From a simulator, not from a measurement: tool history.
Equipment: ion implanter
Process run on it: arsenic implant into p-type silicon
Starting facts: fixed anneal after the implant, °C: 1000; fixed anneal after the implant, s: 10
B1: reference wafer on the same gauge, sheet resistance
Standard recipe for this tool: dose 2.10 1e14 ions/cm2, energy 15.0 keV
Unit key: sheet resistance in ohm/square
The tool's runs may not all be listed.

run 1 day=0.000 | dose=2.10 energy=15.0 | B1=468.00 | sheet_resistance=466.73
run 2 day=1.829 | dose=2.10 energy=15.0 | B1=468.95 | sheet_resistance=462.33
run 3 day=9.754 | dose=2.10 energy=15.0 | B1=468.77 | sheet_resistance=464.39
run 4 day=10.767 | dose=2.10 energy=17.5 | B1=467.82 | sheet_resistance=456.11
run 5 day=13.046 | dose=2.10 energy=17.5 | B1=467.99 | sheet_resistance=452.27
run 6 day=15.788 | dose=2.10 energy=17.5 | B1=468.29 | sheet_resistance=457.25
run 7 day=18.096 | dose=2.10 energy=15.0 | B1=467.87 | sheet_resistance=465.79
-- day=19.288 Faraday cup replaced and dose calibrated
run 8 day=20.133 | dose=2.10 energy=15.0 | B1=468.34 | sheet_resistance=440.20
run 9 day=21.671 | dose=2.10 energy=15.0 | B1=467.77 | sheet_resistance=446.16
run 10 day=24.608 | dose=2.10 energy=15.0 | B1=468.19 | sheet_resistance=449.44
run 11 day=27.329 | dose=2.10 energy=15.0 | B1=468.30 | sheet_resistance=444.81
run 12 day=30.025 | dose=2.10 energy=15.0 | B1=467.27 | sheet_resistance=449.64
run 13 day=31.546 | dose=2.10 energy=15.0 | B1=466.81 | sheet_resistance=452.23
run 14 day=32.958 | dose=2.59 energy=15.0 | B1=468.82 | sheet_resistance=384.82
run 15 day=35.775 | dose=2.59 energy=15.0 | B1=467.01 | sheet_resistance=389.11
run 16 day=38.075 | dose=2.59 energy=15.0 | B1=467.59 | sheet_resistance=387.31
run 17 day=40.017 | dose=2.10 energy=15.0 | B1=468.36 | sheet_resistance=454.71
run 18 day=41.442 | dose=2.62 energy=11.5 | B1=467.56 | sheet_resistance=394.73
run 19 day=44.208 | dose=1.57 energy=12.5 | B1=467.91 | sheet_resistance=576.44
-- day=44.467 gauge calibrated
run 20 day=45.650 | dose=2.10 energy=15.0 | B1=468.78 | sheet_resistance=453.67
run 21 day=46.692 | dose=2.70 energy=13.5 | B1=468.43 | sheet_resistance=379.72
-- day=47.883 extraction supply calibrated
run 22 day=53.192 | dose=2.10 energy=15.0 | B1=467.47 | sheet_resistance=453.28
run 23 day=54.979 | dose=1.66 energy=12.0 | B1=467.41 | sheet_resistance=561.89
run 24 day=57.279 | dose=1.70 energy=16.5 | B1=467.76 | sheet_resistance=528.03
run 25 day=59.279 | dose=1.91 energy=11.0 | B1=468.55 | sheet_resistance=510.31
run 26 day=62.254 | dose=1.78 energy=18.0 | B1=468.55 | sheet_resistance=504.11
run 27 day=63.325 | dose=1.80 energy=19.5 | B1=467.13 | sheet_resistance=497.11
run 28 day=64.921 | dose=2.28 energy=12.5 | B1=467.53 | sheet_resistance=441.41
run 29 day=66.121 | dose=1.49 energy=19.5 | B1=467.65 | sheet_resistance=565.18
run 30 day=68.108 | dose=1.92 energy=17.0 | B1=468.06 | sheet_resistance=482.37
run 31 day=71.058 | dose=1.58 energy=18.0 | B1=468.68 | sheet_resistance=547.87
run 32 day=73.975 | dose=2.60 energy=19.5 | B1=467.80 | sheet_resistance=376.09
run 33 day=76.688 | dose=1.94 energy=16.5 | B1=468.39 | sheet_resistance=484.27
run 34 day=78.025 | dose=1.51 energy=17.5 | B1=467.97 | sheet_resistance=575.47
run 35 day=80.029 | dose=2.68 energy=19.5 | B1=468.33 | sheet_resistance=367.78
run 36 day=82.062 | dose=1.70 energy=16.5 | B1=467.99 | sheet_resistance=532.01
run 37 day=83.104 | dose=1.91 energy=16.5 | B1=467.72 | sheet_resistance=488.93

4 options for the next run, each taken on its own from the tool as it stands now. Forecast them:
run A day=83.121 | dose=2.10 energy=19.0 | B1=? | sheet_resistance=?
run B day=83.121 | dose=1.79 energy=20.0 | B1=? | sheet_resistance=?
run C day=83.121 | dose=2.10 energy=13.0 | B1=? | sheet_resistance=?
run D day=83.121 | dose=2.10 energy=16.5 | B1=? | sheet_resistance=?

run=A B1=467.70 sheet_resistance=445.27
run=B B1=467.70 sheet_resistance=497.10
run=C B1=467.70 sheet_resistance=468.64
run=D B1=467.70 sheet_resistance=454.12
Stripped of hidden state, with their random variation kept, the same runs would have yielded:
run=A sheet_resistance=431.89
run=B sheet_resistance=482.30
run=C sheet_resistance=454.38
run=D sheet_resistance=440.40

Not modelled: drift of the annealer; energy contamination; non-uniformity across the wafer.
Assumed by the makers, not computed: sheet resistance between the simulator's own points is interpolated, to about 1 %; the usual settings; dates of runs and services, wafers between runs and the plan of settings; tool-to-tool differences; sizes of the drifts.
